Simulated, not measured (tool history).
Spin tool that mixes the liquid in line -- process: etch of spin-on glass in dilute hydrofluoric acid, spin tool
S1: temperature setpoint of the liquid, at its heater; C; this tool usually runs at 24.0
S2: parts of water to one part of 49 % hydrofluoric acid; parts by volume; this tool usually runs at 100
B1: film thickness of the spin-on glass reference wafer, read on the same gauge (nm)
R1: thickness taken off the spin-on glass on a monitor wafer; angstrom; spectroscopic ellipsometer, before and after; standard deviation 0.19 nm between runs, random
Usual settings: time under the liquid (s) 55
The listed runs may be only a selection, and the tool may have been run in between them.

{"run": 1, "hour": 0.0, "S1": 24.0, "S2": 100, "time under the liquid (s)": 55, "B1": 100.02, "R1": 216.0}
{"run": 2, "hour": 90.2, "S1": 24.0, "S2": 100, "time under the liquid (s)": 55, "B1": 99.94, "R1": 210.9}
{"run": 3, "hour": 164.6, "S1": 22.0, "S2": 100, "time under the liquid (s)": 55, "B1": 99.99, "R1": 200.2}
{"run": 4, "hour": 263.5, "S1": 24.0, "S2": 100, "time under the liquid (s)": 80, "B1": 100.02, "R1": 312.7}
{"run": 5, "hour": 330.7, "S1": 24.0, "S2": 100, "time under the liquid (s)": 80, "B1": 100.06, "R1": 313.8}
{"run": 6, "hour": 392.7, "S1": 24.0, "S2": 100, "time under the liquid (s)": 80, "B1": 100.02, "R1": 318.1}
{"run": 7, "hour": 491.4, "S1": 24.0, "S2": 100, "time under the liquid (s)": 55, "B1": 99.96, "R1": 217.5}
{"run": 8, "hour": 675.7, "S1": 19.0, "S2": 100, "time under the liquid (s)": 55, "B1": 100.02, "R1": 175.3}
{"run": 9, "hour": 764.3, "S1": 28.0, "S2": 115, "time under the liquid (s)": 35, "B1": 100.02, "R1": 135.4}
{"run": 10, "hour": 865.0, "S1": 24.0, "S2": 100, "time under the liquid (s)": 55, "B1": 100.04, "R1": 215.7}
{"run": 11, "hour": 970.8, "S1": 27.5, "S2": 60, "time under the liquid (s)": 90, "B1": 99.97, "R1": 702.0}
{"run": 12, "hour": 1013.6, "S1": 24.0, "S2": 100, "time under the liquid (s)": 55, "B1": 99.99, "R1": 214.1}
{"run": 13, "hour": 1066.3, "S1": 20.5, "S2": 100, "time under the liquid (s)": 55, "B1": 100.05, "R1": 187.2}
{"run": 14, "hour": 1120.7, "S1": 21.5, "S2": 135, "time under the liquid (s)": 55, "B1": 100.02, "R1": 140.4}

Removed from this log: 3 entries logged between the listed runs. Between which two listed runs does each belong, and how does the tool's hidden state at the listed run before it compare with that at the listed run after it?
Runs 7 to 8: gauge calibrated (hour 618.2)
  no difference in the tool's unlogged condition between these two runs
Runs 8 to 9: thermometer replaced (hour 718.3)
  no difference in the tool's unlogged condition between these two runs
Runs 10 to 11: hydrofluoric acid flow meter replaced (hour 871.4)
  no difference in the tool's unlogged condition between these two runs
